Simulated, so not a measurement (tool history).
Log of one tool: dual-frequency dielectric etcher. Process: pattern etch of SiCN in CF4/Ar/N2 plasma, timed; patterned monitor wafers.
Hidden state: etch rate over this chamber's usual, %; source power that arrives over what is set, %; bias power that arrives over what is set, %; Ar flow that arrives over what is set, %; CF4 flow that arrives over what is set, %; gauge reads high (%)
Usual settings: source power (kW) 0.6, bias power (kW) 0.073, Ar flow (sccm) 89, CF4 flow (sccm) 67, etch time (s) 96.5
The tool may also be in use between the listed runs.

run	day	source power (kW)	bias power (kW)	Ar flow (sccm)	CF4 flow (sccm)	etch time (s)	wafers since the last listed run	hours since the last wet clean	hours since the last source power generator calibration	hours since the last bias power generator calibration	hours since the last Ar flow controller change	hours since the last CF4 flow controller change	hours since the last upper electrode change	hours since the gauge calibration	read-back reference wafer on the same gauge, depth_nm	mean etch depth across the wafer (angstrom)
1	0	0.6	0.073	89	67	73.5	0	555.3	1811.1	1081.1	3864.5	1457.1	2140.2	589.5	94	796
# day 0.996: wet clean of the chamber
2	3.312	0.6	0.073	89	67	73.5	469	55.6	1890.6	1160.6	3944	1536.6	2219.7	669	94	815
3	13.458	0.48	0.073	89	67	96.5	2056	299.1	2134.1	1404.1	4187.5	1780.1	2463.2	912.5	94	828
4	16.071	0.48	0.073	89	67	96.5	529	361.8	2196.8	1466.8	4250.2	1842.8	2525.9	975.2	94	825
5	18.479	0.48	0.073	89	67	96.5	488	419.6	2254.6	1524.6	4308	1900.6	2583.7	1033	94	824
# day 20.233: bias power generator calibrated
# day 26.058: CF4 flow controller replaced
# day 26.333: wet clean of the chamber
6	29.712	0.6	0.073	89	67	96.5	2136	81.1	2524.2	227.5	4577.6	87.7	2853.3	1302.6	94.1	1064
7	33.633	0.6	0.073	89	67	96.5	794	175.2	2618.3	321.6	4671.7	181.8	2947.4	1396.7	94	1061
8	37.95	0.6	0.09	89	71	96.5	875	278.8	2721.9	425.2	4775.3	285.4	3051	1500.3	94	1114
# day 41.233: source power generator calibrated
9	41.862	0.6	0.059	89	61	77	759	372.7	15.1	519.1	4869.2	379.3	3144.9	1594.2	94	784
# day 43.025: upper electrode replaced
# day 43.758: gauge calibrated
10	45.412	0.65	0.073	89	67	124.5	516	457.9	100.3	604.3	4954.4	464.5	57.3	39.7	94	1466
# day 47.321: wet clean of the chamber
# day 48.929: Ar flow controller replaced
11	49.488	0.6	0.073	89	67	88	572	52	198.1	702.1	13.4	562.3	155.1	137.5	94	975
12	52.479	0.5	0.06	77	67	116.5	606	123.8	269.9	773.9	85.2	634.1	226.9	209.3	94	1047
13	54.188	0.6	0.073	89	67	96.5	346	164.8	310.9	814.9	126.2	675.1	267.9	250.3	94	1055
14	58.017	0.6	0.073	89	67	96.5	776	256.7	402.8	906.8	218.1	767	359.8	342.2	94	1060
15	61.554	0.6	0.066	89	60	96.5	717	341.6	487.7	991.7	303	851.9	444.7	427.1	94	999

3 ways to go on from here, each from the tool as it stands after run 15. What would each give?
A	61.571	0.6	0.073	68	67	96.5	3	342	488.1	992.1	303.4	852.3	445.1	427.5	?	?
B	61.571	0.64	0.059	89	67	96.5	3	342	488.1	992.1	303.4	852.3	445.1	427.5	?	?
C	61.571	0.6	0.073	109	81	96.5	3	342	488.1	992.1	303.4	852.3	445.1	427.5	?	?

run	read-back reference wafer on the same gauge, depth_nm	mean etch depth across the wafer (angstrom)
A	94	1109
B	94	1083
C	94	1056
Without the tool's hidden state the same runs would have given:
run	mean etch depth across the wafer (angstrom)
A	1127
B	1100
C	1073
